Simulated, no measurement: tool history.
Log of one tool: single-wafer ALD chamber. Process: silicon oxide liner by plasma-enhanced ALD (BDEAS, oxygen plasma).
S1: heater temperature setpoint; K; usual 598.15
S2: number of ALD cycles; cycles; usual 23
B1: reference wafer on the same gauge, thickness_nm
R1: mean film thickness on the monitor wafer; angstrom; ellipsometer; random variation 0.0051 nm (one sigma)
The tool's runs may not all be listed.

Run 1, day 0: usual settings; B1 2.163. Result: R1 20.42 angstrom.
Run 2, day 3.633: usual settings; B1 2.161. Result: R1 20.43 angstrom.
Run 3, day 7.475: usual settings; B1 2.165. Result: R1 20.53 angstrom.
Run 4, day 10.646: usual settings; B1 2.163. Result: R1 20.4 angstrom.
Run 5, day 13.533: usual settings; B1 2.163. Result: R1 20.56 angstrom.
Run 6, day 17.154: usual settings; B1 2.166. Result: R1 20.49 angstrom.
Run 7, day 19.142: usual settings; B1 2.165. Result: R1 20.48 angstrom.
Run 8, day 22.1: usual settings; B1 2.163. Result: R1 20.46 angstrom.
Run 9, day 26.242: usual settings; B1 2.167. Result: R1 20.43 angstrom.
At day 28.958: thermocouple changed; heater temperature recalibrated.
Run 10, day 30.354: usual settings; B1 2.166. Result: R1 20.47 angstrom.
Run 11, day 32.508: usual settings; B1 2.167. Result: R1 20.46 angstrom.
Run 12, day 34.092: usual settings; B1 2.166. Result: R1 20.55 angstrom.
Run 13, day 35.775: usual settings; B1 2.17. Result: R1 20.46 angstrom.
Run 14, day 39.55: usual settings but S2 20 cycles; B1 2.17. Result: R1 17.84 angstrom.
Run 15, day 43.554: usual settings; B1 2.168. Result: R1 20.56 angstrom.
Run 16, day 45.662: usual settings; B1 2.168. Result: R1 20.48 angstrom.
Run 17, day 58.125: usual settings; B1 2.173. Result: R1 20.46 angstrom.
Run 18, day 61.862: usual settings but S1 593.15 K, S2 24 cycles; B1 2.174. Result: R1 21.53 angstrom.
Run 19, day 64.254: usual settings but S1 593.15 K, S2 24 cycles; B1 2.172. Result: R1 21.56 angstrom.
Run 20, day 68.029: usual settings; B1 2.174. Result: R1 20.53 angstrom.
Run 21, day 70.942: usual settings; B1 2.176. Result: R1 20.54 angstrom.
Run 22, day 73.946: usual settings; B1 2.176. Result: R1 20.56 angstrom.
Run 23, day 76.762: usual settings but S1 612.15 K, S2 20 cycles; B1 2.177. Result: R1 17.6 angstrom.
Run 24, day 78.812: usual settings but S2 18 cycles; B1 2.176. Result: R1 16.14 angstrom.
Run 25, day 81.242: usual settings but S1 589.15 K, S2 27 cycles; B1 2.175. Result: R1 24.47 angstrom.
Run 26, day 84.004: usual settings; B1 2.178. Result: R1 20.51 angstrom.
At day 84.392: gauge calibrated.
Run 27, day 88.35: usual settings; B1 2.15. Result: R1 20.41 angstrom.
Run 28, day 91.092: usual settings; B1 2.148. Result: R1 20.32 angstrom.
Run 29, day 94.667: usual settings but S1 609.15 K, S2 19 cycles; B1 2.149. Result: R1 16.53 angstrom.
Run 30, day 98.829: usual settings; B1 2.152. Result: R1 20.3 angstrom.
Run 31, day 100.392: usual settings but S2 21 cycles; B1 2.151. Result: R1 18.5 angstrom.
At day 100.85: thermocouple changed; heater temperature recalibrated.
Run 32, day 103.854: usual settings but S1 613.15 K; B1 2.152. Result: R1 19.97 angstrom.
Run 33, day 107.346: usual settings but S1 604.15 K, S2 25 cycles; B1 2.152. Result: R1 21.94 angstrom.
Run 34, day 110.688: usual settings but S2 19 cycles; B1 2.15. Result: R1 16.77 angstrom.
Run 35, day 114.229: usual settings but S1 607.15 K, S2 27 cycles; B1 2.153. Result: R1 23.69 angstrom.
Run 36, day 116.65: usual settings; B1 2.153. Result: R1 20.36 angstrom.
Run 37, day 119.071: usual settings but S1 604.15 K, S2 26 cycles; B1 2.155. Result: R1 22.8 angstrom.
Run 38, day 123.092: usual settings but S1 586.15 K, S2 25 cycles; B1 2.153. Result: R1 22.44 angstrom.
Run 39, day 125.733: usual settings; B1 2.156. Result: R1 20.35 angstrom.
Run 40, day 129.812: usual settings; B1 2.154. Result: R1 20.4 angstrom.
Run 41, day 133.779: usual settings; B1 2.158. Result: R1 20.41 angstrom.
Run 42, day 137.038: usual settings but S1 584.15 K, S2 20 cycles; B1 2.161. Result: R1 18.05 angstrom.
Run 43, day 138.883: usual settings but S1 593.15 K, S2 22 cycles; B1 2.158. Result: R1 19.67 angstrom.
Run 44, day 141.421: usual settings but S1 607.15 K; B1 2.156. Result: R1 20.22 angstrom.

Forecast each of these 3 alternatives for the next run:
Run A, day 141.438: usual settings but S2 25 cycles; B1 ?. Result: R1 ?.
Run B, day 141.438: usual settings but S1 591.15 K, S2 19 cycles; B1 ?. Result: R1 ?.
Run C, day 141.438: usual settings but S1 590.15 K, S2 20 cycles; B1 ?. Result: R1 ?.

run     B1     R1
  A  2.159  22.25
  B  2.159  17.06
  C  2.159  17.98
Without the tool's hidden state the same runs would have given:
run     R1
  A  22.17
  B     17
  C  17.92
